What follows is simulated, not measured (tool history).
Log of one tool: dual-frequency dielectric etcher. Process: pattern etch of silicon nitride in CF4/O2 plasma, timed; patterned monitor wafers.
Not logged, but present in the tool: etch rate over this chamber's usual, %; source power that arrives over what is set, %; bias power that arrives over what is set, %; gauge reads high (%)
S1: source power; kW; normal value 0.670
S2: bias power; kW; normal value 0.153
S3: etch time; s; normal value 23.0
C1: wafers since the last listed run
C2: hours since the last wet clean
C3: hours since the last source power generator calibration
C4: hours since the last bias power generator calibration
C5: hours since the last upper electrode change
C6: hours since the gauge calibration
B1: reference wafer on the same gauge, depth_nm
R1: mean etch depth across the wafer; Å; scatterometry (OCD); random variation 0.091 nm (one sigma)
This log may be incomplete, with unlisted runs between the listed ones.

run,hour,S1,S2,S3,C1,C2,C3,C4,C5,C6,B1,R1
1,0.0,0.670,0.153,23.0,0,252.3,2805.5,1569.1,5649.1,128.3,57.6,592
2,25.2,0.670,0.153,23.0,260,277.5,2830.7,1594.3,5674.3,153.5,57.6,591
3,46.9,0.670,0.153,20.0,224,299.2,2852.4,1616.0,5696.0,175.2,57.6,517
4,76.1,0.670,0.153,20.0,301,328.4,2881.6,1645.2,5725.2,204.4,57.6,515
5,109.3,0.670,0.153,20.0,343,361.6,2914.8,1678.4,5758.4,237.6,57.6,516
6,132.1,0.670,0.143,23.0,235,384.4,2937.6,1701.2,5781.2,260.4,57.6,584
7,148.3,0.670,0.143,23.0,167,400.6,2953.8,1717.4,5797.4,276.6,57.6,582
# hour 158.3: source power generator calibrated
8,163.4,0.670,0.153,23.0,114,415.7,5.1,1732.5,5812.5,291.7,57.6,617
# hour 179.9: bias power generator calibrated
# hour 190.4: gauge calibrated
# hour 221.0: upper electrode replaced
9,221.5,0.670,0.153,23.0,311,473.8,63.2,41.6,0.5,31.1,57.6,618
10,221.9,0.670,0.153,23.0,4,474.2,63.6,42.0,0.9,31.5,57.6,618
11,231.6,0.520,0.153,28.0,100,483.9,73.3,51.7,10.6,41.2,57.6,571
# hour 266.5: wet clean of the chamber
12,267.0,0.670,0.153,23.0,117,0.5,108.7,87.1,46.0,76.6,57.6,602
13,280.6,0.520,0.181,26.0,140,14.1,122.3,100.7,59.6,90.2,57.6,541
14,304.6,0.670,0.177,23.0,248,38.1,146.3,124.7,83.6,114.2,57.6,626
15,322.9,0.670,0.187,21.0,189,56.4,164.6,143.0,101.9,132.5,57.6,579
16,344.1,0.670,0.153,19.0,219,77.6,185.8,164.2,123.1,153.7,57.6,498

4 options for the next run, each taken on its own from the tool as it stands now. Forecast them:
A,344.5,0.670,0.153,23.0,4,78.0,186.2,164.6,123.5,154.1,?,?
B,344.5,0.560,0.133,17.0,4,78.0,186.2,164.6,123.5,154.1,?,?
C,344.5,0.540,0.153,18.5,4,78.0,186.2,164.6,123.5,154.1,?,?
D,344.5,0.760,0.118,23.0,4,78.0,186.2,164.6,123.5,154.1,?,?

run,B1,R1
A,57.6,604
B,57.6,356
C,57.6,385
D,57.6,650
Without the tool's hidden state the same runs would have given:
run,R1
A,610
B,360
C,389
D,656

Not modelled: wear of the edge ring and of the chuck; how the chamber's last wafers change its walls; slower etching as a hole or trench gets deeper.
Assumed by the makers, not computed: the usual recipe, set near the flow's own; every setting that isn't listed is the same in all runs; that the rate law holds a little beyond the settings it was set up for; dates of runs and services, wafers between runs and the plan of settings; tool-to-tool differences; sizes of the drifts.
